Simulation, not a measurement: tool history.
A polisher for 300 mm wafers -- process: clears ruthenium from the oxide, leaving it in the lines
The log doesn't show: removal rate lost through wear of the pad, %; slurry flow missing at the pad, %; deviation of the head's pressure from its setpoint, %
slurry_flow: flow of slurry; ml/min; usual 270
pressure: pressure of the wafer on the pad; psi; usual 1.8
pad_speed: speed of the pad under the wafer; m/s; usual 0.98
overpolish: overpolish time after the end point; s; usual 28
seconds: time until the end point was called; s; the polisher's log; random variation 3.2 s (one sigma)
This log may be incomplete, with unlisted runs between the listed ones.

run	hour	slurry_flow	pressure	pad_speed	overpolish	wafers since the last listed run	wafers polished on this pad	hours since the slurry nozzle was cleaned	hours since the head pressure was calibrated	incoming thickness of the incoming film, nm	seconds
1	0.0	270	1.8	0.98	28	0	1215	176.7	406.1	154.0	177.2
# hour 6.4: worn pad replaced by a new one
# hour 47.8: slurry nozzle cleaned
2	53.7	270	1.8	1.08	28	213	202	5.9	459.8	154.8	155.6
3	67.7	270	1.8	0.98	28	61	264	19.9	473.8	154.3	167.4
4	76.1	270	1.8	0.98	28	36	300	28.3	482.2	155.6	169.5
5	88.9	270	1.8	0.98	28	56	357	41.1	495.0	157.4	177.2
6	95.1	245	1.8	0.98	41	27	384	47.3	501.2	155.1	176.1
7	105.8	270	1.8	0.98	28	46	431	58.0	511.9	157.8	176.1
8	118.5	250	2.2	0.98	28	55	486	70.7	524.6	155.9	149.7
9	127.7	270	1.8	0.98	28	40	526	79.9	533.8	154.3	171.2
10	157.3	270	1.8	0.98	28	129	656	109.5	563.4	155.1	182.3
11	209.8	270	1.8	0.98	28	229	886	162.0	615.9	154.2	182.0
12	221.6	270	1.8	0.98	28	51	938	173.8	627.7	157.3	178.4
13	238.3	270	1.8	0.98	28	73	1011	190.5	644.4	155.0	187.2
14	254.0	270	1.8	0.98	28	68	1079	206.2	660.1	155.3	184.4
15	271.2	270	1.7	0.98	28	75	1155	223.4	677.3	154.2	186.4
# hour 273.4: slurry nozzle cleaned
16	284.7	270	1.7	0.98	28	54	1209	11.3	690.8	152.9	192.1
17	300.8	270	2.3	1.10	41	70	1280	27.4	706.9	155.5	132.6
18	318.3	270	1.8	0.98	28	76	1357	44.9	724.4	155.1	191.0
19	332.0	310	1.8	0.98	24	59	1417	58.6	738.1	155.0	183.5
20	347.5	270	1.8	0.98	28	67	1484	74.1	753.6	155.4	187.1
# hour 352.9: worn pad replaced by a new one
21	355.1	335	2.3	0.86	22	15	9	81.7	761.2	157.9	136.7
22	366.8	270	1.8	0.98	28	51	60	93.4	772.9	155.4	161.9
23	380.2	270	1.8	0.82	28	58	119	106.8	786.3	152.7	176.8
24	429.8	270	1.4	0.98	35	217	336	156.4	835.9	155.5	220.6
25	437.4	270	1.8	0.98	28	33	370	164.0	843.5	154.6	175.6
26	447.6	230	2.0	0.98	28	44	414	174.2	853.7	157.0	153.4
27	453.9	305	1.6	0.98	40	27	442	180.5	860.0	156.5	195.0
# hour 459.1: head pressure recalibrated
28	461.9	270	2.4	0.84	44	26	468	188.5	2.8	152.3	142.7
# hour 469.1: slurry nozzle cleaned
29	478.1	195	1.8	0.98	28	66	535	9.0	19.0	154.5	179.0
30	493.8	180	1.8	0.98	28	68	603	24.7	34.7	156.8	186.4
31	507.7	270	1.8	0.98	28	60	664	38.6	48.6	154.8	177.6
32	525.3	270	1.3	0.84	28	77	741	56.2	66.2	156.5	276.6
33	535.2	270	2.0	1.20	22	43	785	66.1	76.1	158.6	150.1
34	548.8	270	1.8	0.98	28	59	844	79.7	89.7	154.7	178.3
35	566.6	270	1.8	0.98	28	77	922	97.5	107.5	151.6	168.6
36	604.9	270	2.0	1.28	28	167	1090	135.8	145.8	153.9	140.8
37	617.4	245	2.3	1.28	41	54	1145	148.3	158.3	153.8	118.8

Below are 4 alternative next runs, each starting from the tool's condition after run 37. Predict each:
A	617.9	270	1.8	0.98	28	2	1147	148.8	158.8	153.6	?
B	617.9	230	1.8	0.98	24	2	1147	148.8	158.8	153.6	?
C	617.9	295	2.3	1.18	13	2	1147	148.8	158.8	153.6	?
D	617.9	315	2.2	0.98	28	2	1147	148.8	158.8	153.6	?

run	seconds
A	181.1
B	182.9
C	125.6
D	146.8
Without the tool's unlogged condition, the same runs would have read:
run	seconds
A	158.1
B	159.6
C	109.6
D	128.2

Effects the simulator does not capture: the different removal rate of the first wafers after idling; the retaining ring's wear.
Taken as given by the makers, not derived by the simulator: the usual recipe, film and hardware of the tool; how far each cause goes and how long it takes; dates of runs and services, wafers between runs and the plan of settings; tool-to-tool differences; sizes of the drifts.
